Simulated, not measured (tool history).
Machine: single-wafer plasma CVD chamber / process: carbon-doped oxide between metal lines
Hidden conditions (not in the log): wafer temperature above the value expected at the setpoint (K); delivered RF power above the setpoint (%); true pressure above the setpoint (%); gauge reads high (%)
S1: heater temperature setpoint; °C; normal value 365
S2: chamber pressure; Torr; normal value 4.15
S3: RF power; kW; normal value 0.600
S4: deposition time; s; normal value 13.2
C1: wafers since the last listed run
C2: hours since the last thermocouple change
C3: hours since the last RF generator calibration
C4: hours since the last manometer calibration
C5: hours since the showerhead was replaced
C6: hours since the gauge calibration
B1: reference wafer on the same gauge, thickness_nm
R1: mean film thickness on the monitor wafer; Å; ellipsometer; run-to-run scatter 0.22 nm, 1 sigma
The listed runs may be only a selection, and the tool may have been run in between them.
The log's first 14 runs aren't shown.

run	hour	S1	S2	S3	S4	C1	C2	C3	C4	C5	C6	B1	R1
# hour 321.1: RF generator calibrated
15	347.9	365	4.15	0.655	13.2	1286	68.8	26.8	1535.9	6638.1	226.2	54.748	696.56
# hour 356.9: capacitance manometer re-zeroed and calibrated
16	367.4	365	4.15	0.600	13.2	448	88.3	46.3	10.5	6657.6	245.7	54.663	662.90
17	400.3	365	3.46	0.600	13.2	1283	121.2	79.2	43.4	6690.5	278.6	54.636	650.56
# hour 428.0: showerhead replaced
18	428.5	365	4.15	0.520	11.9	787	149.4	107.4	71.6	0.5	306.8	54.705	550.40
19	451.7	359	4.15	0.490	13.2	904	172.6	130.6	94.8	23.7	330.0	54.714	600.42
20	482.5	353	4.15	0.660	15.8	1201	203.4	161.4	125.6	54.5	360.8	54.721	861.00
21	495.9	373	4.15	0.635	15.5	522	216.8	174.8	139.0	67.9	374.2	54.676	784.68
22	515.4	365	4.15	0.515	15.7	760	236.3	194.3	158.5	87.4	393.7	54.750	721.62
23	541.3	359	4.15	0.490	13.2	1010	262.2	220.2	184.4	113.3	419.6	54.669	597.16
24	570.9	359	4.15	0.490	13.2	1154	291.8	249.8	214.0	142.9	449.2	54.683	602.06
25	587.7	365	4.15	0.600	13.2	655	308.6	266.6	230.8	159.7	466.0	54.744	659.10
26	614.7	365	4.15	0.570	13.2	1052	335.6	293.6	257.8	186.7	493.0	54.718	646.25

What does the tool deliver on the next run?
27	629.9	365	4.76	0.600	13.2	592	350.8	308.8	273.0	201.9	508.2	?	?

Run 27 gave B1 54.721, R1 669.92 Å.
Minus the tool's unlogged condition, the same run would have read R1 676.73 Å.
